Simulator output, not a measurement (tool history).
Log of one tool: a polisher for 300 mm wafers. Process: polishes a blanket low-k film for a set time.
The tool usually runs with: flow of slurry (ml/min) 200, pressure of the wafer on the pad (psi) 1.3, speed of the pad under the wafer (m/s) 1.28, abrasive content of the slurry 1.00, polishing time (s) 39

run,hour,flow of slurry (ml/min),pressure of the wafer on the pad (psi),speed of the pad under the wafer (m/s),abrasive content of the slurry,polishing time (s),wafers since the last listed run,wafers polished on this pad,hours since the slurry nozzle was cleaned,hours since the head pressure was calibrated,hours since the slurry blender was calibrated,hours since the conditioning disc was replaced,"incoming thickness of the incoming film, nm",film removed (nm)
1,0.0,200,1.3,1.28,1.00,39,0,963,60.2,365.0,294.1,347.1,751.5,10.6
2,14.3,200,1.3,1.28,1.00,39,151,1115,74.5,379.3,308.4,361.4,732.9,10.3
# hour 23.8: worn pad replaced by a new one
3,26.3,145,1.3,1.28,0.95,39,84,27,86.5,391.3,320.4,373.4,747.2,11.1
4,32.5,145,1.3,1.28,0.95,39,65,92,92.7,397.5,326.6,379.6,753.5,10.9
5,48.9,145,1.3,1.28,0.95,39,174,267,109.1,413.9,343.0,396.0,749.5,10.7
6,56.8,200,1.3,1.28,1.00,28,83,351,117.0,421.8,350.9,403.9,750.0,8.2
7,71.1,200,1.6,1.44,1.00,39,151,502,131.3,436.1,365.2,418.2,742.3,14.4
8,85.9,200,1.3,1.28,1.00,39,157,660,146.1,450.9,380.0,433.0,756.7,10.9
9,98.1,200,1.3,1.28,0.90,39,129,789,158.3,463.1,392.2,445.2,750.1,10.1
10,108.0,200,1.3,1.28,0.75,39,105,895,168.2,473.0,402.1,455.1,737.2,9.7
11,120.9,200,1.3,1.28,1.00,39,137,1032,181.1,485.9,415.0,468.0,737.4,10.5
# hour 123.0: conditioning disc replaced and pad reconditioned
# hour 127.6: slurry blender recalibrated
12,132.1,250,1.3,1.12,0.90,52,76,1108,192.3,497.1,4.5,9.1,751.1,12.7
# hour 144.9: worn pad replaced by a new one
13,146.5,245,1.3,1.28,1.00,39,110,17,206.7,511.5,18.9,23.5,750.3,12.1
14,160.7,200,1.3,1.28,1.00,39,150,168,220.9,525.7,33.1,37.7,746.1,11.7
15,188.6,200,1.3,1.28,1.00,39,296,464,248.8,553.6,61.0,65.6,739.5,11.3
# hour 204.1: head pressure recalibrated
16,204.6,200,1.3,1.28,1.00,39,148,613,264.8,0.5,77.0,81.6,744.7,11.3
17,220.0,200,1.3,1.28,1.00,39,163,776,280.2,15.9,92.4,97.0,742.5,10.9
18,237.2,245,1.3,1.28,0.85,39,182,959,297.4,33.1,109.6,114.2,745.7,10.1
19,245.3,200,1.5,1.10,1.00,34,86,1045,305.5,41.2,117.7,122.3,758.1,9.8
20,255.5,145,1.6,1.28,1.00,39,108,1153,315.7,51.4,127.9,132.5,743.7,12.2
# hour 272.4: worn pad replaced by a new one
21,272.9,180,1.3,1.28,1.00,39,142,5,333.1,68.8,145.3,149.9,745.8,11.6
22,277.3,200,1.1,0.90,1.00,39,46,52,337.5,73.2,149.7,154.3,740.2,8.8
23,283.9,145,1.5,0.96,0.70,39,70,122,344.1,79.8,156.3,160.9,751.0,9.2
24,291.3,200,1.5,1.28,0.80,39,78,201,351.5,87.2,163.7,168.3,755.7,12.5
25,300.5,220,1.5,1.40,0.70,39,97,298,360.7,96.4,172.9,177.5,746.2,12.0
26,308.5,200,1.7,1.28,1.00,39,84,383,368.7,104.4,180.9,185.5,763.2,14.8
27,325.3,230,0.8,1.28,0.75,27,178,562,385.5,121.2,197.7,202.3,739.7,4.5

The same runs without the tool's hidden state, with the same run-to-run variation:
What the log doesn't record here: removal rate lost through wear of the pad, %; slurry flow missing at the pad, %; deviation of the head's pressure from its setpoint, %; abrasive missing from the slurry, %; time polished since the conditioner stopped cutting, s.
run,film removed (nm)
1,12.2
2,12.1
3,11.4
4,11.3
5,11.3
6,8.7
7,15.7
8,12.1
9,11.4
10,11.1
11,12.3
12,15.0
13,12.2
14,12.0
15,12.0
16,12.2
17,12.1
18,11.4
19,11.3
20,14.1
21,11.8
22,9.0
23,9.5
24,13.0
25,12.6
26,15.7
27,4.9
